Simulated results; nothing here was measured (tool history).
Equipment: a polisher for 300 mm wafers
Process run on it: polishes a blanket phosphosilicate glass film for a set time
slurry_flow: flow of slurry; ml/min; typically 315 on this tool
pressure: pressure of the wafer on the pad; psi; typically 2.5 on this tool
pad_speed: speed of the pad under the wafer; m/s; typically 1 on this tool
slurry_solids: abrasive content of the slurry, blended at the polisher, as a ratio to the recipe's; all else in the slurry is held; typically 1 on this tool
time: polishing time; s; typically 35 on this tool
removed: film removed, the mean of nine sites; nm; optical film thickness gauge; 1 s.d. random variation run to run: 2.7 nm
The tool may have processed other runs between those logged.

| run | hour | slurry_flow | pressure | pad_speed | slurry_solids | time | incoming thickness of the incoming film, nm | removed |
|---|---|---|---|---|---|---|---|---|
| 1 | 0 | 315 | 2.5 | 1 | 1 | 35 | 1902 | 261.5 |
|  | 35.7 | worn pad replaced by a new one |
|  | 58.4 | slurry blender recalibrated |
| 2 | 59.3 | 315 | 2.5 | 1 | 1 | 35 | 1927.4 | 266 |
|  | 65.1 | head pressure recalibrated |
| 3 | 103 | 315 | 2.5 | 1 | 1 | 35 | 1925.6 | 257.4 |
| 4 | 172.6 | 315 | 2.5 | 1 | 1 | 35 | 1902.8 | 261.9 |
|  | 210 | conditioning disc replaced and pad reconditioned |
| 5 | 235.2 | 315 | 2.5 | 1 | 1 | 35 | 1910.7 | 259.7 |
| 6 | 280 | 315 | 2.5 | 0.9 | 0.8 | 35 | 1885 | 197.2 |
| 7 | 307 | 350 | 2.5 | 0.74 | 1 | 35 | 1907.1 | 204.9 |
| 8 | 366.3 | 315 | 3.4 | 1 | 1 | 47 | 1945.1 | 443.2 |
|  | 371.5 | worn pad replaced by a new one |
|  | 413.6 | slurry nozzle cleaned |
| 9 | 435.3 | 315 | 2.5 | 1 | 1 | 35 | 1873.2 | 262.6 |
| 10 | 459.6 | 315 | 2.5 | 1 | 1 | 35 | 1945 | 257.1 |
|  | 465.5 | slurry blender recalibrated |
|  | 507.4 | head pressure recalibrated |
| 11 | 509.4 | 350 | 2.5 | 1 | 1 | 26 | 1906.5 | 192.4 |
| 12 | 538 | 345 | 2.5 | 1 | 1.2 | 27 | 1908.8 | 226.1 |
|  | 542.6 | conditioning disc replaced and pad reconditioned |
| 13 | 589.6 | 215 | 2.5 | 1.24 | 1 | 35 | 1880.9 | 302.7 |
| 14 | 623.9 | 315 | 3.3 | 1 | 1 | 35 | 1937.7 | 322.1 |
| 15 | 674 | 315 | 2.5 | 1 | 1 | 35 | 1895.1 | 259.9 |
|  | 724.5 | worn pad replaced by a new one |
| 16 | 739.3 | 230 | 2.5 | 0.7 | 1 | 35 | 1924.3 | 192 |
|  | 780.5 | slurry blender recalibrated |
| 17 | 797.3 | 240 | 2.5 | 1 | 0.9 | 24 | 1892 | 160.5 |
| 18 | 824.6 | 315 | 2.5 | 1 | 1.1 | 40 | 1935 | 316.4 |
| 19 | 876.1 | 315 | 2.5 | 1.24 | 1 | 42 | 1910.3 | 373.2 |
|  | 905 | head pressure recalibrated |
| 20 | 908.8 | 265 | 2.5 | 1 | 0.75 | 35 | 1885 | 198.4 |
|  | 924.5 | conditioning disc replaced and pad reconditioned |
|  | 962.7 | slurry nozzle cleaned |
| 21 | 977.4 | 315 | 2.5 | 1 | 1 | 35 | 1913.4 | 265.2 |
| 22 | 1011.6 | 315 | 2.5 | 1 | 1 | 35 | 1914.1 | 260 |
| 23 | 1036.3 | 315 | 2.5 | 1 | 1 | 35 | 1910.7 | 263 |
| 24 | 1074 | 280 | 2.2 | 1.26 | 1.2 | 35 | 1916.4 | 320.7 |
|  | 1096.2 | worn pad replaced by a new one |
| 25 | 1119.5 | 315 | 2.5 | 1 | 1 | 35 | 1918 | 262.4 |

4 options for the next run, each taken on its own from the tool as it stands now. Forecast them:
| A | 1119.9 | 315 | 2.5 | 1 | 1 | 39 | 1911.7 | ? |
| B | 1119.9 | 315 | 3 | 1 | 0.85 | 35 | 1911.7 | ? |
| C | 1119.9 | 215 | 2.5 | 0.84 | 1.1 | 38 | 1911.7 | ? |
| D | 1119.9 | 315 | 2.2 | 1 | 0.8 | 41 | 1911.7 | ? |

| run | removed |
|---|---|
| A | 291.7 |
| B | 262.7 |
| C | 257.9 |
| D | 228.3 |
What these runs would have given with no unlogged condition in the tool:
| run | removed |
|---|---|
| A | 291.7 |
| B | 262.7 |
| C | 257.9 |
| D | 228.3 |
